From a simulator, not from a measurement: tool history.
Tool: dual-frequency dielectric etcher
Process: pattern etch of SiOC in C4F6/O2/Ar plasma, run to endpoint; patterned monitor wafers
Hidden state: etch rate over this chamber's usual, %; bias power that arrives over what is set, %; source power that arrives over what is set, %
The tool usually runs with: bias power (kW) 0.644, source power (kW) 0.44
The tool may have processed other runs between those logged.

run,hour,bias power (kW),source power (kW),wafers since the last listed run,hours since the last wet clean,hours since the last bias power generator calibration,hours since the last source power generator calibration,hours since the last upper electrode change,"incoming incoming film thickness, nm",endpoint time (s)
1,0,0.731,0.44,0,468.4,2686.6,2246.5,3346.4,24.96,7.4
2,52.9,0.644,0.44,814,521.3,2739.5,2299.4,3399.3,24.95,7.8
# hour 124: wet clean of the chamber
3,149.9,0.644,0.44,1124,25.9,2836.5,2396.4,3496.3,24.98,7.7
4,229.1,0.644,0.44,1220,105.1,2915.7,2475.6,3575.5,25.22,7.8
5,308.8,0.644,0.44,1227,184.8,2995.4,2555.3,3655.2,25.05,7.7
6,365.4,0.644,0.44,871,241.4,3052,2611.9,3711.8,24.96,7.7
7,442.4,0.644,0.44,1186,318.4,3129,2688.9,3788.8,24.86,7.8
8,516.6,0.644,0.44,1143,392.6,3203.2,2763.1,3863,25.14,7.9
9,564.6,0.644,0.44,739,440.6,3251.2,2811.1,3911,24.92,7.8
10,694.5,0.644,0.44,2001,570.5,3381.1,2941,4040.9,25.08,7.9
# hour 742.8: wet clean of the chamber
11,764.2,0.644,0.44,704,21.4,3450.8,3010.7,4110.6,25.11,7.7
12,814.4,0.644,0.44,773,71.6,3501,3060.9,4160.8,24.99,7.6
# hour 853: upper electrode replaced
13,911.2,0.644,0.44,1121,168.4,3597.8,3157.7,58.2,25.03,7.8
14,1005.5,0.567,0.44,1452,262.7,3692.1,3252,152.5,25.19,8.3
15,1110.1,0.567,0.44,1611,367.3,3796.7,3356.6,257.1,25.12,8.3
16,1202.2,0.644,0.44,1418,459.4,3888.8,3448.7,349.2,24.96,7.8
# hour 1296.5: wet clean of the chamber
17,1340.6,0.711,0.44,1762,44.1,4027.2,3587.1,487.6,25.1,7.3
18,1402.1,0.711,0.44,947,105.6,4088.7,3648.6,549.1,25.08,7.3
# hour 1477.9: source power generator calibrated
19,1498.6,0.644,0.44,1424,202.1,4185.2,20.7,645.6,25.09,7.7
20,1596.3,0.529,0.34,1505,299.8,4282.9,118.4,743.3,25.05,9.7

Run 21 has not been measured yet. What should we expect?
21,1684.6,0.597,0.44,1360,388.1,4371.2,206.7,831.6,25.05,?

Run 21 produced endpoint time (s) 8.
Were there no unlogged condition in the tool, this run, its random variation unchanged, would have produced endpoint time (s) 7.9.
